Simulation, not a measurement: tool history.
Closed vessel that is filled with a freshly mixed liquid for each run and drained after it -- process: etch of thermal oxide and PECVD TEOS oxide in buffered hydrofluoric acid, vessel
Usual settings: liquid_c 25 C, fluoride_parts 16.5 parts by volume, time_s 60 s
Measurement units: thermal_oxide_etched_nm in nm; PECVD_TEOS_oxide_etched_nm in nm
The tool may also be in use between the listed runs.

| run | hour | liquid_c | fluoride_parts | time_s | read-back film thickness of the thermal oxide reference wafer, read on the same gauge (nm) | read-back film thickness of the PECVD TEOS oxide reference wafer, read on the same gauge (nm) | thermal_oxide_etched_nm | PECVD_TEOS_oxide_etched_nm |
|---|---|---|---|---|---|---|---|---|
| 1 | 0 | 26 | 16.5 | 60 | 110.01 | 60.02 | 55.46 | 129.8 |
| 2 | 20.4 | 27 | 12 | 35 | 110.02 | 59.97 | 46.61 | 108.88 |
| 3 | 33.2 | 25 | 16.5 | 60 | 110.03 | 60 | 52.08 | 125.12 |
| 4 | 47.9 | 20.5 | 11.5 | 95 | 109.98 | 60 | 92.18 | 217.42 |
| 5 | 66 | 20 | 16.5 | 60 | 110.03 | 60 | 40.06 | 94.56 |
| 6 | 88.3 | 27.5 | 19 | 40 | 110.03 | 60 | 34.25 | 83.03 |
|  | 94.8 | gauge calibrated |
| 7 | 107.5 | 25 | 16.5 | 60 | 110.01 | 60.02 | 51.9 | 124.65 |
| 8 | 139.5 | 27.5 | 16.5 | 60 | 110.02 | 59.99 | 60.91 | 142.75 |
|  | 160.9 | thermometer replaced |
| 9 | 167.9 | 25 | 16.5 | 60 | 110.01 | 60.03 | 45.63 | 108 |
| 10 | 230.3 | 20 | 20 | 60 | 109.98 | 59.98 | 28.44 | 67.79 |
|  | 265.9 | hydrofluoric acid flow meter replaced |
| 11 | 286.1 | 28 | 13.5 | 95 | 110 | 59.98 | 93.46 | 224.52 |
| 12 | 304.6 | 25 | 16.5 | 60 | 110.02 | 60.02 | 42.1 | 98.56 |
| 13 | 339.2 | 25 | 10.5 | 60 | 110 | 59.96 | 66.41 | 155.22 |
| 14 | 364.1 | 27.5 | 18 | 75 | 110 | 60.02 | 55.39 | 132.1 |
| 15 | 399.1 | 28.5 | 11.5 | 30 | 109.97 | 59.99 | 36.9 | 85.66 |
| 16 | 430.1 | 29.5 | 20 | 85 | 110 | 60.01 | 63.03 | 150.78 |
| 17 | 465.8 | 21.5 | 12.5 | 75 | 110.04 | 60.01 | 58.54 | 136.73 |
| 18 | 488.4 | 26.5 | 16.5 | 60 | 110.02 | 60.01 | 46.48 | 110.54 |
| 19 | 501.3 | 25 | 20.5 | 60 | 109.99 | 60.02 | 34.91 | 82.36 |
| 20 | 528.4 | 30 | 13 | 35 | 109.99 | 60.04 | 40.99 | 97.37 |
| 21 | 550.1 | 25 | 16.5 | 60 | 110 | 59.95 | 43.25 | 102.43 |
| 22 | 563.4 | 28 | 14 | 90 | 109.99 | 60.01 | 88.91 | 210.46 |
| 23 | 587.4 | 29 | 11.5 | 60 | 109.99 | 60.02 | 75.62 | 179.1 |
| 24 | 618.6 | 25 | 16.5 | 40 | 110 | 59.99 | 28.59 | 68.73 |
| 25 | 653.2 | 25 | 16.5 | 60 | 110 | 59.97 | 42.96 | 101.7 |

Some steps in thermal_oxide_etched_nm between neighbouring runs. How much of each would the tool show without its hidden state too (settings, what came in, random variation), and how much is left for the hidden state, with any gauge scatter that isn't in both results?
Hidden state at play: liquid hotter than its thermometer reads (K); hydrofluoric acid flow above the setpoint (%); gauge reads high (%).
Run 4 -> 5: liquid_c 20.5 -> 20, fluoride_parts 11.5 -> 16.5, time_s 95 -> 60. thermal_oxide_etched_nm -52.12 nm: hidden state -10.77, all else -41.35.
Run 8 -> 9: liquid_c 27.5 -> 25, thermometer replaced. thermal_oxide_etched_nm -15.28 nm: hidden state -8.83, all else -6.45.
Run 10 -> 11: liquid_c 20 -> 28, fluoride_parts 20 -> 13.5, time_s 60 -> 95, hydrofluoric acid flow meter replaced. thermal_oxide_etched_nm +65.02 nm: hidden state -1.54, all else +66.56.
